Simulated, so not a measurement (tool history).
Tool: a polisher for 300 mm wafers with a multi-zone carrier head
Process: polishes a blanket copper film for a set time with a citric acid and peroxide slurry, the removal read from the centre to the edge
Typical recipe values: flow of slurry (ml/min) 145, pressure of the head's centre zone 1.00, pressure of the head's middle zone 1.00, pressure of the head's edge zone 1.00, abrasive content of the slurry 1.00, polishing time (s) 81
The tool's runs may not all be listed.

run	hour	flow of slurry (ml/min)	pressure of the head's centre zone	pressure of the head's middle zone	pressure of the head's edge zone	abrasive content of the slurry	polishing time (s)	wafers since the last listed run	wafers polished on this pad	hours since the slurry nozzle was cleaned	hours since the centre zone pressure was calibrated	hours since the edge zone pressure was calibrated	hours since the carrier head's membrane was replaced	incoming thickness of the incoming film, nm	film removed at the wafer's centre (nm)	film removed at mid-radius (nm)	film removed at the wafer's edge (nm)
1	0.0	105	1.00	0.92	0.91	1.00	63	0	273	15.2	754.2	1135.9	588.4	1009.9	117.8	116.9	120.4
2	44.7	145	1.00	1.00	1.08	1.00	103	272	546	59.9	798.9	1180.6	633.1	998.8	212.3	216.4	229.8
3	84.0	145	1.00	1.00	1.00	1.00	81	239	785	99.2	838.2	1219.9	672.4	1015.5	164.4	172.8	173.2
# hour 95.2: centre zone pressure recalibrated
# hour 120.4: edge zone pressure recalibrated
4	136.6	145	1.00	1.00	1.00	1.00	81	296	1081	151.8	41.4	16.2	725.0	1004.2	171.0	175.0	169.9
5	171.8	145	1.00	0.89	0.94	1.00	103	214	1296	187.0	76.6	51.4	760.2	1013.8	220.0	199.6	215.6
6	209.0	145	1.00	1.00	0.96	1.00	81	226	1523	224.2	113.8	88.6	797.4	1024.4	170.6	175.3	171.1
7	246.6	145	1.00	1.00	1.12	1.00	81	229	1752	261.8	151.4	126.2	835.0	1008.4	171.6	171.3	181.3
8	279.6	185	1.00	1.04	1.11	1.20	81	201	1953	294.8	184.4	159.2	868.0	1009.8	187.0	193.1	193.8
9	322.3	185	1.00	1.04	1.11	1.20	81	260	2213	337.5	227.1	201.9	910.7	999.1	187.6	195.4	200.2
10	350.9	145	1.00	1.00	1.10	0.85	73	174	2387	366.1	255.7	230.5	939.3	1011.0	148.5	152.1	153.4
11	382.3	145	1.00	1.00	1.00	1.00	81	191	2579	397.5	287.1	261.9	970.7	1001.4	172.2	172.5	175.0
# hour 395.2: worn pad replaced by a new one
12	428.5	145	1.00	0.97	1.00	1.25	81	257	203	443.7	333.3	308.1	1016.9	993.2	179.6	179.5	178.4
# hour 474.1: slurry nozzle cleaned
13	487.6	125	1.00	1.00	1.00	1.20	59	354	557	13.5	392.4	367.2	1076.0	1022.1	123.4	125.6	128.1
# hour 496.0: carrier head's membrane replaced by a new one
14	542.9	145	1.00	1.00	1.00	1.00	81	306	863	68.8	447.7	422.5	46.9	997.1	169.3	172.8	173.3
15	612.7	145	1.00	1.00	1.00	1.00	81	425	1289	138.6	517.5	492.3	116.7	996.0	169.3	173.9	170.8
16	684.6	100	1.00	0.90	0.93	1.00	58	438	1727	210.5	589.4	564.2	188.6	1005.3	108.8	102.3	112.7
17	747.8	145	0.95	1.00	1.00	0.75	81	385	2112	273.7	652.6	627.4	251.8	993.1	150.9	162.5	164.1
# hour 832.9: worn pad replaced by a new one
18	856.9	145	1.00	1.00	1.00	1.00	81	640	146	382.8	761.7	736.5	360.9	998.5	165.9	170.1	169.7
# hour 902.9: slurry nozzle cleaned
19	914.2	145	1.00	1.00	1.00	0.90	81	343	489	11.3	819.0	793.8	418.2	1031.3	161.9	169.7	167.9
20	981.6	145	1.00	0.95	1.11	1.00	81	410	899	78.7	886.4	861.2	485.6	1026.1	163.9	165.1	176.9
# hour 1023.5: centre zone pressure recalibrated
21	1033.3	145	1.00	1.00	1.00	1.00	81	302	1202	130.4	9.8	912.9	537.3	1003.5	171.5	170.3	174.1

Below are 4 alternative next runs, each starting from the tool's condition after run 21. Predict each:
A	1033.7	145	1.00	1.00	1.00	1.00	81	2	1205	130.8	10.2	913.3	537.7	1007.7	?	?	?
B	1033.7	145	1.04	1.00	1.00	0.70	90	2	1205	130.8	10.2	913.3	537.7	1007.7	?	?	?
C	1033.7	115	1.00	1.09	1.00	1.00	81	2	1205	130.8	10.2	913.3	537.7	1007.7	?	?	?
D	1033.7	145	1.00	1.00	1.00	1.00	108	2	1205	130.8	10.2	913.3	537.7	1007.7	?	?	?

run	film removed at the wafer's centre (nm)	film removed at mid-radius (nm)	film removed at the wafer's edge (nm)
A	170.6	174.2	171.7
B	184.2	180.7	178.2
C	159.9	176.9	164.7
D	227.5	232.2	228.9
The same runs, with their run-to-run variation unchanged, on a tool lacking any hidden condition would have given:
run	film removed at the wafer's centre (nm)	film removed at mid-radius (nm)	film removed at the wafer's edge (nm)
A	171.1	174.2	171.7
B	184.7	180.7	178.2
C	160.3	176.9	164.7
D	228.1	232.2	228.9
